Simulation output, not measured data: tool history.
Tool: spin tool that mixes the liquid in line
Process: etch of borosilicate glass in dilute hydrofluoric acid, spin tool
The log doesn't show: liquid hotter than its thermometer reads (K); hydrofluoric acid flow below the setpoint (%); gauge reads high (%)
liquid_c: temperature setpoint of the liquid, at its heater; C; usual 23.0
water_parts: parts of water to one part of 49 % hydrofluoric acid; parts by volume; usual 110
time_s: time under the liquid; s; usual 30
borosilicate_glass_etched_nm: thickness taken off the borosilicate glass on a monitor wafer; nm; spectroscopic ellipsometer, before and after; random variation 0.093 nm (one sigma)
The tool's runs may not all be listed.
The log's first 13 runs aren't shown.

run    hour  liquid_c  water_parts  time_s  wafers since the last listed run  hours since the thermometer was replaced  hours since the hydrofluoric acid flow meter was replaced  hours since the gauge calibration  read-back film thickness of the borosilicate glass reference wafer, read on the same gauge (nm)  borosilicate_glass_etched_nm
 14   608.3      19.5          155      45                               493                                    2668.6                                                      548.1                               99.7                                                                                            59.99                         10.09
 15   644.4      23.0           80      35                               367                                    2704.7                                                      584.2                              135.8                                                                                            59.99                         19.00
 16   711.4      23.0          110      30                               681                                    2771.7                                                      651.2                              202.8                                                                                            60.01                         11.22
 17   778.1      23.0          110      30                               678                                    2838.4                                                      717.9                              269.5                                                                                            59.97                         11.37
 18   815.7      18.5           75      20                               382                                    2876.0                                                      755.5                              307.1                                                                                            60.00                          9.63
      879.7  -- thermometer replaced
 19   882.6      20.0          110      30                               670                                       2.9                                                      822.4                              374.0                                                                                            59.97                          9.11
 20   912.9      23.0          110      30                               308                                      33.2                                                      852.7                              404.3                                                                                            59.98                         10.38
 21   984.0      23.0          110      30                               723                                     104.3                                                      923.8                              475.4                                                                                            59.99                         10.32
 22  1019.7      24.5          145      30                               363                                     140.0                                                      959.5                              511.1                                                                                            59.99                          8.01
 23  1073.9      23.0          110      30                               551                                     194.2                                                     1013.7                              565.3                                                                                            60.00                         10.62
 24  1109.8      23.0          110      30                               365                                     230.1                                                     1049.6                              601.2                                                                                            60.01                         10.54
 25  1137.2      20.0          135      15                               278                                     257.5                                                     1077.0                              628.6                                                                                            60.00                          3.65
 26  1204.8      23.0          110      30                               687                                     325.1                                                     1144.6                              696.2                                                                                            60.01                         10.45
 27  1260.4      23.0           65      15                               565                                     380.7                                                     1200.2                              751.8                                                                                            59.99                          9.34
 28  1293.9      26.5          110      30                               340                                     414.2                                                     1233.7                              785.3                                                                                            60.00                         12.11
 29  1333.5      23.0           60      30                               402                                     453.8                                                     1273.3                              824.9                                                                                            59.98                         20.60
 30  1358.3      24.5          145      30                               252                                     478.6                                                     1298.1                              849.7                                                                                            60.02                          8.17
 31  1411.0      23.0          160      30                               536                                     531.3                                                     1350.8                              902.4                                                                                            60.00                          6.76
 32  1437.6      19.0          110      30                               270                                     557.9                                                     1377.4                              929.0                                                                                            60.01                          8.93
 33  1491.5      23.0           60      20                               548                                     611.8                                                     1431.3                              982.9                                                                                            60.01                         14.03

Forecast each of these 4 alternatives for the next run:
  A  1491.9      23.0          130      30                                 4                                     612.2                                                     1431.7                              983.3                                                                                                ?                             ?
  B  1491.9      23.0          110      40                                 4                                     612.2                                                     1431.7                              983.3                                                                                                ?                             ?
  C  1491.9      23.0          130      25                                 4                                     612.2                                                     1431.7                              983.3                                                                                                ?                             ?
  D  1491.9      27.0          130      30                                 4                                     612.2                                                     1431.7                              983.3                                                                                                ?                             ?

run  read-back film thickness of the borosilicate glass reference wafer, read on the same gauge (nm)  borosilicate_glass_etched_nm
  A                                                                                            60.00                          8.61
  B                                                                                            60.00                         13.89
  C                                                                                            60.00                          7.17
  D                                                                                            60.00                         10.03
Without the tool's hidden state the same runs would have given:
run  borosilicate_glass_etched_nm
  A                          8.37
  B                         13.49
  C                          6.97
  D                          9.76
